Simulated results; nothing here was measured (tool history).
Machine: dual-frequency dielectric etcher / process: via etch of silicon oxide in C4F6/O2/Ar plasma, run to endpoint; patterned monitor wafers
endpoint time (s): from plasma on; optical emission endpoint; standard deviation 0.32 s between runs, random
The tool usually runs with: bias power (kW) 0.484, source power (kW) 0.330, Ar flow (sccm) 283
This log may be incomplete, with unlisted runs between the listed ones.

| run | hour | bias power (kW) | source power (kW) | Ar flow (sccm) | incoming incoming film thickness, nm | endpoint time (s) |
|---|---|---|---|---|---|---|
| 1 | 0.0 | 0.544 | 0.330 | 283 | 156.1 | 36.5 |
|  | 73.6 | wet clean of the chamber |
| 2 | 92.7 | 0.484 | 0.330 | 283 | 156.7 | 37.3 |
| 3 | 200.0 | 0.484 | 0.330 | 283 | 156.0 | 38.0 |
|  | 292.3 | source power generator calibrated |
| 4 | 293.2 | 0.484 | 0.330 | 283 | 155.6 | 37.3 |
| 5 | 389.8 | 0.396 | 0.330 | 239 | 156.2 | 38.5 |
| 6 | 474.8 | 0.484 | 0.330 | 283 | 157.0 | 37.8 |
| 7 | 572.7 | 0.484 | 0.280 | 283 | 156.2 | 41.4 |
| 8 | 658.1 | 0.484 | 0.330 | 283 | 158.1 | 37.9 |
|  | 726.5 | wet clean of the chamber |
| 9 | 728.7 | 0.484 | 0.330 | 283 | 154.2 | 37.2 |
| 10 | 817.1 | 0.484 | 0.330 | 283 | 155.7 | 37.4 |
| 11 | 901.7 | 0.484 | 0.330 | 283 | 157.0 | 37.4 |
|  | 996.5 | upper electrode replaced |
| 12 | 1199.8 | 0.484 | 0.330 | 283 | 154.8 | 36.9 |
| 13 | 1267.2 | 0.521 | 0.330 | 283 | 156.2 | 36.6 |
| 14 | 1321.1 | 0.484 | 0.330 | 338 | 154.4 | 37.4 |
|  | 1376.9 | wet clean of the chamber |
| 15 | 1390.0 | 0.409 | 0.300 | 283 | 154.5 | 41.5 |
|  | 1478.1 | Ar flow controller replaced |
| 16 | 1497.0 | 0.409 | 0.310 | 334 | 155.3 | 41.0 |
| 17 | 1565.1 | 0.582 | 0.280 | 219 | 156.3 | 38.5 |
|  | 1794.3 | bias power generator calibrated |
| 18 | 1811.1 | 0.484 | 0.330 | 283 | 155.9 | 37.5 |
| 19 | 1862.7 | 0.379 | 0.330 | 224 | 156.8 | 39.2 |
|  | 1930.1 | source power generator calibrated |
| 20 | 1966.2 | 0.484 | 0.330 | 283 | 155.0 | 37.1 |
|  | 2022.8 | wet clean of the chamber |
| 21 | 2023.3 | 0.515 | 0.330 | 283 | 155.6 | 37.1 |
| 22 | 2059.5 | 0.484 | 0.250 | 283 | 155.1 | 44.5 |

Estimate the outcome of run 23 from the log above:
| 23 | 2122.9 | 0.374 | 0.390 | 319 | 156.0 | ? |

Run 23 yielded endpoint time (s) 36.5.
Without the tool's hidden state the same run would have given endpoint time (s) 36.5.
